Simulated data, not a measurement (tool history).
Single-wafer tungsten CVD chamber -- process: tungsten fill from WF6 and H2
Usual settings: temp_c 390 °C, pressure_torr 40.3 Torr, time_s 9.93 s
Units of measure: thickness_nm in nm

| run | hour | temp_c | pressure_torr | time_s | read-back reference wafer on the same gauge, thickness_nm | thickness_nm |
|---|---|---|---|---|---|---|
| 1 | 0.0 | 390 | 48.2 | 9.93 | 28.514 | 29.401 |
| 2 | 59.3 | 390 | 40.3 | 9.93 | 28.501 | 25.952 |
| 3 | 123.7 | 390 | 40.3 | 9.93 | 28.513 | 25.773 |
| 4 | 154.2 | 390 | 40.3 | 9.93 | 28.508 | 25.893 |
| 5 | 195.3 | 390 | 40.3 | 9.93 | 28.509 | 25.889 |
| 6 | 231.1 | 390 | 40.3 | 9.93 | 28.496 | 25.837 |
|  | 265.9 | showerhead replaced, of another model than before |
| 7 | 302.8 | 395 | 40.3 | 11.39 | 28.498 | 32.684 |
|  | 357.6 | capacitance manometer re-zeroed and calibrated |
| 8 | 358.1 | 390 | 42.6 | 9.93 | 28.494 | 28.187 |
|  | 369.3 | thermocouple changed; heater temperature recalibrated |
|  | 370.5 | gauge calibrated |
| 9 | 377.4 | 390 | 47.5 | 9.93 | 28.500 | 30.878 |
| 10 | 429.1 | 390 | 47.5 | 9.93 | 28.478 | 30.969 |
| 11 | 480.4 | 378 | 40.3 | 11.55 | 28.509 | 23.643 |
| 12 | 520.1 | 384 | 48.7 | 9.93 | 28.488 | 27.401 |
| 13 | 564.7 | 377 | 33.3 | 11.51 | 28.478 | 18.501 |
| 14 | 590.7 | 400 | 33.9 | 9.21 | 28.503 | 25.166 |
| 15 | 641.4 | 384 | 37.3 | 8.23 | 28.492 | 17.755 |
| 16 | 675.9 | 390 | 35.3 | 9.93 | 28.505 | 22.980 |
| 17 | 718.1 | 377 | 49.2 | 10.81 | 28.503 | 25.450 |
| 18 | 783.7 | 390 | 40.3 | 9.93 | 28.518 | 26.431 |
| 19 | 812.3 | 381 | 43.3 | 11.90 | 28.513 | 27.655 |
| 20 | 864.1 | 390 | 47.5 | 9.93 | 28.516 | 30.576 |

Measured result minus the same run's result without the hidden state. Both carry the same run-to-run variation, though not necessarily the same gauge scatter:
The tool's hidden condition here consists of: wafer temperature above the value expected at the setpoint (K); true pressure above the setpoint (%); gauge reads high (%).
| run | thickness_nm |
|---|---|
| 1 | -0.656 |
| 2 | -0.637 |
| 3 | -0.671 |
| 4 | -0.692 |
| 5 | -0.717 |
| 6 | -0.737 |
| 7 | -1.327 |
| 8 | +0.194 |
| 9 | +0.192 |
| 10 | +0.150 |
| 11 | +0.086 |
| 12 | +0.066 |
| 13 | +0.024 |
| 14 | +0.014 |
| 15 | -0.016 |
| 16 | -0.043 |
| 17 | -0.074 |
| 18 | -0.129 |
| 19 | -0.155 |
| 20 | -0.211 |
